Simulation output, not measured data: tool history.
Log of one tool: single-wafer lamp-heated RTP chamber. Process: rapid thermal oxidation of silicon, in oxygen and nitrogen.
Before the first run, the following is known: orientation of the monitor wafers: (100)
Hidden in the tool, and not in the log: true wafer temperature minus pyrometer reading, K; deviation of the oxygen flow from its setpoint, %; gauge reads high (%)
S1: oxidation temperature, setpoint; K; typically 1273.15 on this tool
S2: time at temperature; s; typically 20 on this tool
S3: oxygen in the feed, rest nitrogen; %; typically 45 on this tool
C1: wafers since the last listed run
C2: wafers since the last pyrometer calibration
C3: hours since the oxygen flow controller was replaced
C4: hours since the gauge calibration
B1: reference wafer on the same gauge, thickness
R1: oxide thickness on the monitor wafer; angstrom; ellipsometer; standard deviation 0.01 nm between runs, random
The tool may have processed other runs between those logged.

run 1 hour=0 | S1=1273.15 S2=14 S3=61 | C1=0 C2=6018 C3=3726.3 C4=128.6 | B1=2.97 | R1=34.19
run 2 hour=23.1 | S1=1249.15 S2=20 S3=45 | C1=279 C2=6297 C3=3749.4 C4=151.7 | B1=2.969 | R1=31.66
run 3 hour=54.2 | S1=1249.15 S2=20 S3=45 | C1=375 C2=6673 C3=3780.5 C4=182.8 | B1=2.969 | R1=31.93
run 4 hour=89.1 | S1=1249.15 S2=20 S3=45 | C1=421 C2=7095 C3=3815.4 C4=217.7 | B1=2.971 | R1=31.92
run 5 hour=103.9 | S1=1273.15 S2=17 S3=45 | C1=178 C2=7274 C3=3830.2 C4=232.5 | B1=2.97 | R1=33.95
run 6 hour=124.5 | S1=1273.15 S2=26 S3=62 | C1=249 C2=7523 C3=3850.8 C4=253.1 | B1=2.971 | R1=42.97
-- hour=140.2 oxygen flow controller replaced
-- hour=144.8 pyrometer window cleaned and pyrometer calibrated
run 7 hour=145.3 | S1=1273.15 S2=26 S3=62 | C1=98 C2=6 C3=5.1 C4=273.9 | B1=2.969 | R1=44.71
run 8 hour=177 | S1=1273.15 S2=26 S3=62 | C1=383 C2=389 C3=36.8 C4=305.6 | B1=2.972 | R1=44.85
run 9 hour=196.8 | S1=1273.15 S2=13 S3=61 | C1=239 C2=628 C3=56.6 C4=325.4 | B1=2.971 | R1=35.08
-- hour=210.1 pyrometer window cleaned and pyrometer calibrated, repeated, since the last time left the tool worse
run 10 hour=217.8 | S1=1273.15 S2=13 S3=61 | C1=157 C2=92 C3=77.6 C4=346.4 | B1=2.971 | R1=32.69
run 11 hour=249 | S1=1264.15 S2=13 S3=36 | C1=377 C2=469 C3=108.8 C4=377.6 | B1=2.973 | R1=28.53
run 12 hour=277.6 | S1=1246.15 S2=24 S3=74 | C1=345 C2=815 C3=137.4 C4=406.2 | B1=2.972 | R1=36.06
run 13 hour=292.1 | S1=1273.15 S2=26 S3=62 | C1=175 C2=990 C3=151.9 C4=420.7 | B1=2.97 | R1=41.46
run 14 hour=311.1 | S1=1290.15 S2=14 S3=20 | C1=229 C2=1220 C3=170.9 C4=439.7 | B1=2.97 | R1=29.05
-- hour=322.1 gauge calibrated
run 15 hour=323.8 | S1=1273.15 S2=20 S3=45 | C1=153 C2=1374 C3=183.6 C4=1.7 | B1=2.968 | R1=34.81
run 16 hour=339.1 | S1=1297.15 S2=26 S3=75 | C1=184 C2=1559 C3=198.9 C4=17 | B1=2.968 | R1=51.79
run 17 hour=364.6 | S1=1273.15 S2=13 S3=31 | C1=308 C2=1867 C3=224.4 C4=42.5 | B1=2.969 | R1=28.87
run 18 hour=391.5 | S1=1245.15 S2=20 S3=17 | C1=325 C2=2192 C3=251.3 C4=69.4 | B1=2.97 | R1=26.88
run 19 hour=416.7 | S1=1273.15 S2=20 S3=45 | C1=304 C2=2497 C3=276.5 C4=94.6 | B1=2.969 | R1=35.08
run 20 hour=445.5 | S1=1273.15 S2=13 S3=31 | C1=348 C2=2845 C3=305.3 C4=123.4 | B1=2.968 | R1=28.98

Branching from run 20: 5 alternative next runs. What would each branch give?
run A hour=445.9 | S1=1262.15 S2=20 S3=45 | C1=4 C2=2850 C3=305.7 C4=123.8 | B1=? | R1=?
run B hour=445.9 | S1=1265.15 S2=20 S3=19 | C1=4 C2=2850 C3=305.7 C4=123.8 | B1=? | R1=?
run C hour=445.9 | S1=1273.15 S2=14 S3=45 | C1=4 C2=2850 C3=305.7 C4=123.8 | B1=? | R1=?
run D hour=445.9 | S1=1294.15 S2=23 S3=18 | C1=4 C2=2850 C3=305.7 C4=123.8 | B1=? | R1=?
run E hour=445.9 | S1=1288.15 S2=25 S3=25 | C1=4 C2=2850 C3=305.7 C4=123.8 | B1=? | R1=?

run=A B1=2.974 R1=33.15
run=B B1=2.974 R1=28.72
run=C B1=2.974 R1=31.56
run=D B1=2.974 R1=32.81
run=E B1=2.974 R1=35.19
With no hidden state in the tool, these same runs would have given:
run=A R1=32.74
run=B R1=28.49
run=C R1=31.2
run=D R1=32.45
run=E R1=34.75

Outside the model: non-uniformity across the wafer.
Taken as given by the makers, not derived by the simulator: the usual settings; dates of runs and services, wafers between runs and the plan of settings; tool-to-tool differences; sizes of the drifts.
